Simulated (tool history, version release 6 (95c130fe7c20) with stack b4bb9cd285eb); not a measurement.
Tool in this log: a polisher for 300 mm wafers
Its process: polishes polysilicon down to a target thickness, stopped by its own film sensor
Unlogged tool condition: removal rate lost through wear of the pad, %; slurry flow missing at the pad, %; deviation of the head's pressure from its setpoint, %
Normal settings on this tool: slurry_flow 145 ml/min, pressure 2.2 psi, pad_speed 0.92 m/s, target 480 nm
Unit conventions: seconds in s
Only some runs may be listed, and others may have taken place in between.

run	hour	slurry_flow	pressure	pad_speed	target	wafers since the last listed run	wafers polished on this pad	hours since the slurry nozzle was cleaned	hours since the head pressure was calibrated	incoming thickness of the incoming film, nm	seconds
1	0	145	2.2	0.92	421	0	796	4	401.4	755.5	49.9
2	26.7	145	2.2	0.92	480	235	1032	30.7	428.1	748.1	41.4
3	63.6	145	2.2	0.92	480	326	1358	67.6	465	760.3	45.2
4	109.2	145	2.2	0.92	480	402	1761	113.2	510.6	754	47.2
5	158.3	145	2.7	0.92	480	433	2195	162.3	559.7	754.4	40.9
# hour 177.7: worn pad replaced by a new one
6	199.1	145	2.7	0.92	480	325	189	203.1	600.5	749.4	37.7
7	233.4	145	2.7	0.92	480	303	492	237.4	634.8	754.7	39.4
8	300.4	135	2.2	1.16	480	592	1084	304.4	701.8	735	38.4
# hour 318.4: slurry nozzle cleaned
9	333.8	135	2.2	1.16	480	286	1370	15.4	735.2	745.1	34.9
10	369.6	135	2.2	1.16	480	316	1686	51.2	771	742.5	36.3
11	410.9	145	1.6	0.92	480	364	2051	92.5	812.3	748.5	59.2
12	437.3	145	1.6	0.92	480	233	2285	118.9	838.7	747.5	61
# hour 503.7: worn pad replaced by a new one
13	507.3	145	2.2	0.92	480	583	31	188.9	908.7	747.4	43.5
14	559.1	145	2.2	0.92	480	457	489	240.7	960.5	754.3	45.8
# hour 669.2: slurry nozzle cleaned
15	688.9	145	2.2	0.92	542	1138	1627	19.7	1090.3	745.8	32.7
16	728.7	145	2.2	0.92	480	351	1979	59.5	1130.1	746	43.2
17	784.4	120	2.8	0.72	509	492	2471	115.2	1185.8	756	43
# hour 821.7: worn pad replaced by a new one
18	884.7	145	2.2	0.92	480	850	556	215.5	1286.1	743.9	41.9
19	926	145	1.7	0.92	480	364	921	256.8	1327.4	753.1	54.9
# hour 937.2: head pressure recalibrated
# hour 978.1: slurry nozzle cleaned
20	1070.3	125	1.8	0.92	480	1248	2169	92.2	133.1	755.1	57.6
21	1137.8	145	2.2	0.92	570	596	2766	159.7	200.6	742.5	31.9
# hour 1144.7: worn pad replaced by a new one
22	1183.4	145	2.2	0.92	480	367	342	205.3	246.2	761.3	44.9
23	1234.9	145	2.5	0.92	480	455	797	256.8	297.7	741.5	37.6
# hour 1252.3: slurry nozzle cleaned
24	1262.7	145	2.2	0.92	430	236	1034	10.4	325.5	748.6	47.5
25	1287.6	100	1.9	1.22	480	220	1254	35.3	350.4	746.9	40.6
26	1348.5	145	2.2	0.92	480	538	1792	96.2	411.3	756	44.3
27	1412	145	2.8	1.08	513	561	2353	159.7	474.8	758.3	31.6
28	1437.4	145	2.2	0.92	480	224	2577	185.1	500.2	743.9	48.4

Branching from run 28: 3 alternative next runs. What would each branch give?
A	1437.8	145	2.2	1.06	480	3	2581	185.5	500.6	755.8	?
B	1437.8	145	2.2	0.82	447	3	2581	185.5	500.6	755.8	?
C	1437.8	145	2.2	0.92	552	3	2581	185.5	500.6	755.8	?

run	seconds
A	44.3
B	59
C	36.1
Take away the tool's hidden state, keep each run's random variation, and the runs would have read:
run	seconds
A	35.5
B	47.3
C	28.9
